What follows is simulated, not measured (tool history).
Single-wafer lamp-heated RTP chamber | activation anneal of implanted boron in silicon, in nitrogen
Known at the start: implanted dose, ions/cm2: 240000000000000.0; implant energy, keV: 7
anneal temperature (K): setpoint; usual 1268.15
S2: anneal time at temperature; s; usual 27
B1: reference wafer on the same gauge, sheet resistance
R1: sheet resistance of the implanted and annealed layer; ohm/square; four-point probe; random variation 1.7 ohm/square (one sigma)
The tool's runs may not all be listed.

{"run": 1, "hour": 0.0, "anneal temperature (K)": 1268.15, "S2": 21, "B1": 410.14, "R1": 432.42}
{"run": 2, "hour": 17.5, "anneal temperature (K)": 1253.15, "S2": 27, "B1": 410.23, "R1": 431.91}
{"run": 3, "hour": 24.7, "anneal temperature (K)": 1268.15, "S2": 27, "B1": 409.83, "R1": 428.76}
{"run": 4, "hour": 41.8, "anneal temperature (K)": 1268.15, "S2": 37, "B1": 409.92, "R1": 427.69}
{"run": 5, "hour": 52.2, "anneal temperature (K)": 1268.15, "S2": 37, "B1": 410.34, "R1": 426.96}
{"run": 6, "hour": 65.2, "anneal temperature (K)": 1268.15, "S2": 37, "B1": 410.1, "R1": 429.44}
{"hour": 76.6, "done": "reflector plate cleaned"}
{"run": 7, "hour": 77.1, "anneal temperature (K)": 1288.15, "S2": 38, "B1": 409.9, "R1": 425.07}
{"run": 8, "hour": 81.4, "anneal temperature (K)": 1268.15, "S2": 27, "B1": 409.93, "R1": 428.33}
{"hour": 87.8, "done": "gauge calibrated"}
{"run": 9, "hour": 106.4, "anneal temperature (K)": 1268.15, "S2": 27, "B1": 410.54, "R1": 427.19}
{"run": 10, "hour": 122.9, "anneal temperature (K)": 1238.15, "S2": 12, "B1": 410.05, "R1": 452.89}
{"run": 11, "hour": 138.5, "anneal temperature (K)": 1239.15, "S2": 27, "B1": 410.18, "R1": 445.16}
{"run": 12, "hour": 147.8, "anneal temperature (K)": 1284.15, "S2": 11, "B1": 409.91, "R1": 431.72}
{"run": 13, "hour": 156.2, "anneal temperature (K)": 1268.15, "S2": 27, "B1": 410.25, "R1": 428.48}
{"hour": 168.3, "done": "pyrometer window cleaned and pyrometer calibrated"}
{"run": 14, "hour": 168.8, "anneal temperature (K)": 1243.15, "S2": 12, "B1": 410.13, "R1": 445.39}
{"run": 15, "hour": 171.1, "anneal temperature (K)": 1242.15, "S2": 12, "B1": 409.78, "R1": 446.41}
{"run": 16, "hour": 187.0, "anneal temperature (K)": 1268.15, "S2": 27, "B1": 410.03, "R1": 426.19}
{"run": 17, "hour": 200.2, "anneal temperature (K)": 1288.15, "S2": 16, "B1": 410.16, "R1": 426.12}
{"run": 18, "hour": 211.4, "anneal temperature (K)": 1283.15, "S2": 32, "B1": 410.21, "R1": 426.3}
{"run": 19, "hour": 224.8, "anneal temperature (K)": 1240.15, "S2": 14, "B1": 410.16, "R1": 448.07}

Forecast each of these 5 alternatives for the next run:
{"run": "A", "hour": 225.2, "anneal temperature (K)": 1268.15, "S2": 35, "B1": "?", "R1": "?"}
{"run": "B", "hour": 225.2, "anneal temperature (K)": 1268.15, "S2": 12, "B1": "?", "R1": "?"}
{"run": "C", "hour": 225.2, "anneal temperature (K)": 1246.15, "S2": 38, "B1": "?", "R1": "?"}
{"run": "D", "hour": 225.2, "anneal temperature (K)": 1297.15, "S2": 21, "B1": "?", "R1": "?"}
{"run": "E", "hour": 225.2, "anneal temperature (K)": 1285.15, "S2": 27, "B1": "?", "R1": "?"}

run=A B1=409.98 R1=428.25
run=B B1=409.98 R1=433.99
run=C B1=409.98 R1=435.46
run=D B1=409.98 R1=425.99
run=E B1=409.98 R1=426.44
Without the tool's hidden state the same runs would have given:
run=A R1=428.25
run=B R1=433.99
run=C R1=435.46
run=D R1=425.99
run=E R1=426.44
